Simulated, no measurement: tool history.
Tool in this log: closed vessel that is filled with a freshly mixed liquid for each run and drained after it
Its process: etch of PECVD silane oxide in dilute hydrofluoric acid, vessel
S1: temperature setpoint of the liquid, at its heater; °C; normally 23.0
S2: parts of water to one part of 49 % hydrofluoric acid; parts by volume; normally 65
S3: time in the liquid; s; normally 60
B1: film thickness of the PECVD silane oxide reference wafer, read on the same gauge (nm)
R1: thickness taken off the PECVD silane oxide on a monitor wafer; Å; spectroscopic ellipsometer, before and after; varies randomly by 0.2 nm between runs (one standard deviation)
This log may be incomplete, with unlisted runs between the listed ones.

run    hour    S1  S2  S3     B1     R1
  1     0.0  23.0  65  60  59.98  233.4
  2    33.6  23.0  65  60  60.00  229.8
       41.0  -- hydrofluoric acid flow meter replaced
  3    76.1  23.0  65  60  59.99  245.9
  4   123.5  23.0  55  60  60.01  287.0
  5   168.3  23.0  55  60  60.03  286.9
  6   323.4  23.0  55  60  60.04  277.5
  7   383.6  19.0  65  60  59.98  192.9
  8   430.0  19.0  65  60  60.01  190.8
  9   468.1  19.0  65  60  59.95  189.3
      519.7  -- hydrofluoric acid flow meter replaced
 10   522.0  23.0  65  60  59.99  238.1
 11   548.9  23.0  65  60  59.97  237.2
 12   590.8  23.0  65  60  59.98  234.0
 13   632.2  23.0  65  50  60.00  192.7
 14   669.8  23.0  80  60  59.99  185.0
 15   734.5  23.0  35  60  59.98  433.3
      774.3  -- thermometer replaced
 16   802.3  23.0  65  60  60.01  251.5
 17   871.9  21.5  65  35  60.00  138.9
 18   911.4  25.5  80  85  60.06  309.1
 19   976.0  26.5  65  35  59.99  165.4
 20  1034.5  23.0  65  60  60.02  240.3
     1052.6  -- hydrofluoric acid flow meter replaced
 21  1064.0  21.5  85  60  59.99  181.8
     1089.9  -- gauge calibrated
 22  1108.3  27.0  65  90  59.95  453.8

Run 23, settings as shown, results not yet in. Your forecast:
 23  1159.6  23.0  65  60   ?   ?

{"run 23": {"B1": 59.96, "R1": 255.2}}
With no hidden state in the tool, this same run would have given R1 268.6 Å.
